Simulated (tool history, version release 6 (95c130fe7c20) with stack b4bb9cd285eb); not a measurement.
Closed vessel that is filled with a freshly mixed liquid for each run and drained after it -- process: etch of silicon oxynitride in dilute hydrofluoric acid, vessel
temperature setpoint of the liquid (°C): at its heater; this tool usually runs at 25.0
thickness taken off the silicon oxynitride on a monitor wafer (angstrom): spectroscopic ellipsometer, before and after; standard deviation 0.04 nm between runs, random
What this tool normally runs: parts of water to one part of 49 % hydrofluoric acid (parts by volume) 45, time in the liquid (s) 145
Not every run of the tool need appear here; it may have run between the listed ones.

| run | day | temperature setpoint of the liquid (°C) | parts of water to one part of 49 % hydrofluoric acid (parts by volume) | time in the liquid (s) | read-back film thickness of the silicon oxynitride reference wafer, read on the same gauge (nm) | thickness taken off the silicon oxynitride on a monitor wafer (angstrom) |
|---|---|---|---|---|---|---|
| 1 | 0.000 | 25.0 | 45 | 145 | 120.20 | 94.8 |
| 2 | 2.871 | 25.0 | 45 | 145 | 120.22 | 94.7 |
| 3 | 5.496 | 25.0 | 45 | 145 | 120.26 | 95.3 |
| 4 | 14.467 | 25.0 | 45 | 145 | 120.45 | 95.3 |
| 5 | 17.358 | 25.0 | 45 | 145 | 120.50 | 94.7 |
| 6 | 19.300 | 25.0 | 45 | 145 | 120.53 | 95.0 |
| 7 | 21.942 | 25.0 | 45 | 145 | 120.68 | 95.1 |
|  | 25.017 | thermometer replaced |
| 8 | 26.100 | 25.0 | 45 | 145 | 120.86 | 94.5 |
| 9 | 30.517 | 25.0 | 45 | 145 | 121.00 | 95.9 |
| 10 | 34.288 | 25.0 | 45 | 145 | 121.15 | 95.7 |
| 11 | 37.746 | 25.0 | 45 | 145 | 121.33 | 95.4 |
| 12 | 41.888 | 25.0 | 45 | 145 | 121.56 | 95.8 |
| 13 | 44.246 | 25.0 | 45 | 145 | 121.64 | 95.8 |
|  | 44.479 | hydrofluoric acid flow meter replaced |
| 14 | 45.825 | 26.5 | 40 | 100 | 121.76 | 81.1 |
| 15 | 47.708 | 25.0 | 45 | 145 | 121.85 | 96.4 |
| 16 | 50.042 | 21.0 | 25 | 210 | 122.04 | 207.2 |
| 17 | 54.017 | 25.0 | 45 | 145 | 122.26 | 96.4 |
|  | 55.942 | gauge calibrated |
| 18 | 56.796 | 28.0 | 30 | 200 | 120.39 | 228.9 |
| 19 | 60.121 | 23.5 | 40 | 205 | 120.38 | 139.9 |
| 20 | 61.812 | 21.5 | 45 | 80 | 120.42 | 44.3 |
| 21 | 65.154 | 25.0 | 45 | 85 | 120.41 | 55.4 |
| 22 | 68.150 | 20.5 | 45 | 145 | 120.43 | 75.7 |
| 23 | 70.067 | 25.0 | 45 | 145 | 120.49 | 94.3 |
| 24 | 71.988 | 25.0 | 45 | 145 | 120.48 | 94.5 |
|  | 76.250 | thermometer replaced |
| 25 | 76.271 | 20.5 | 30 | 110 | 120.63 | 87.6 |
| 26 | 79.438 | 25.0 | 50 | 170 | 120.68 | 99.4 |

What if the next run were any one of these 5? Each begins from the tool's condition after run 26:
| A | 79.467 | 25.0 | 45 | 145 | ? | ? |
| B | 79.467 | 25.0 | 30 | 100 | ? | ? |
| C | 79.467 | 29.0 | 35 | 115 | ? | ? |
| D | 79.467 | 25.0 | 65 | 145 | ? | ? |
| E | 79.467 | 26.5 | 55 | 110 | ? | ? |

| run | read-back film thickness of the silicon oxynitride reference wafer, read on the same gauge (nm) | thickness taken off the silicon oxynitride on a monitor wafer (angstrom) |
|---|---|---|
| A | 120.68 | 95.5 |
| B | 120.68 | 100.0 |
| C | 120.68 | 119.1 |
| D | 120.68 | 65.0 |
| E | 120.68 | 63.2 |
Take away the tool's hidden state, keep each run's random variation, and the runs would have read:
| run | thickness taken off the silicon oxynitride on a monitor wafer (angstrom) |
|---|---|
| A | 95.0 |
| B | 99.4 |
| C | 118.4 |
| D | 64.7 |
| E | 62.8 |
